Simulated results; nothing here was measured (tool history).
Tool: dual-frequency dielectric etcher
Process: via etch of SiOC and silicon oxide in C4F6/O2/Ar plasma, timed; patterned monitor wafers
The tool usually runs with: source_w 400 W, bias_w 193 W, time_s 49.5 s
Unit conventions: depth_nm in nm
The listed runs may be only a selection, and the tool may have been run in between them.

run	day	source_w	bias_w	time_s	wafers since the last listed run	hours since the last wet clean	hours since the last source power generator calibration	hours since the last bias power generator calibration	hours since the last upper electrode change	hours since the gauge calibration	read-back reference wafer on the same gauge, depth_nm	depth_nm
1	0	400	193	49.5	0	0.9	105.9	3360.6	4317.2	725.3	49.7	58.6
2	1.138	400	193	49.5	320	28.2	133.2	3387.9	4344.5	752.6	49.7	58.1
3	2.433	400	193	49.5	365	59.3	164.3	3419	4375.6	783.7	49.8	58.3
4	3.071	400	193	49.5	179	74.6	179.6	3434.3	4390.9	799	49.7	58.5
5	4.258	400	193	55	334	103.1	208.1	3462.8	4419.4	827.5	49.7	64.6
# day 5.538: upper electrode replaced
6	5.558	400	193	41.5	84	134.3	239.3	3494	0.5	858.7	49.8	49.7
7	6.525	340	208	41	272	157.5	262.5	3517.2	23.7	881.9	49.7	46.4
8	7.554	310	193	49.5	290	182.2	287.2	3541.9	48.4	906.6	49.7	53.4
9	8.658	400	193	40.5	311	208.7	313.7	3568.4	74.9	933.1	49.7	48.8
10	9.179	400	193	49.5	146	221.2	326.2	3580.9	87.4	945.6	49.7	59.5
11	9.992	400	193	49.5	229	240.7	345.7	3600.4	106.9	965.1	49.7	59.8
12	10.95	400	207	36.5	270	263.7	368.7	3623.4	129.9	988.1	49.7	45.4
# day 11.342: bias power generator calibrated
# day 11.521: gauge calibrated
13	12.288	480	193	38	330	295.8	400.8	22.7	162	18.4	49.7	50.3
14	14.2	490	213	43	539	341.7	446.7	68.6	207.9	64.3	49.7	58.1
15	15.554	330	228	42	381	374.2	479.2	101.1	240.4	96.8	49.7	49.8
# day 17.062: wet clean of the chamber
16	17.083	400	193	55.5	149	0.5	515.9	137.8	277.1	133.5	49.7	64.3
17	17.096	400	233	37.5	3	0.8	516.2	138.1	277.4	133.8	49.7	46.1
18	17.875	480	193	49.5	219	19.5	534.9	156.8	296.1	152.5	49.7	62.3
19	18.442	500	217	49.5	159	33.1	548.5	170.4	309.7	166.1	49.7	65.2
20	19.717	360	193	56.5	359	63.7	579.1	201	340.3	196.7	49.7	63.5
21	20.342	400	233	37.5	176	78.7	594.1	216	355.3	211.7	49.7	46.2
22	21.325	430	176	57	277	102.3	617.7	239.6	378.9	235.3	49.7	67.6
23	22.392	340	177	49.5	300	127.9	643.3	265.2	404.5	260.9	49.7	53.7
24	23.312	440	193	49.5	259	150	665.4	287.3	426.6	283	49.7	61.7
25	23.829	450	154	45.5	145	162.4	677.8	299.7	439	295.4	49.7	53.4
26	24.754	400	193	49.5	260	184.6	700	321.9	461.2	317.6	49.7	59.1
27	25.667	320	167	53.5	257	206.5	721.9	343.8	483.1	339.5	49.7	55.9
28	26.625	370	193	49.5	270	229.5	744.9	366.8	506.1	362.5	49.7	57.4

Run 29 comes next. What will it give?
29	27.558	400	193	49.5	263	251.9	767.3	389.2	528.5	384.9	?	?

read-back reference wafer on the same gauge, depth_nm: 49.7
depth_nm: 59.6 nm
Were there no unlogged condition in the tool, this run, its random variation unchanged, would have produced depth_nm 57.5 nm.
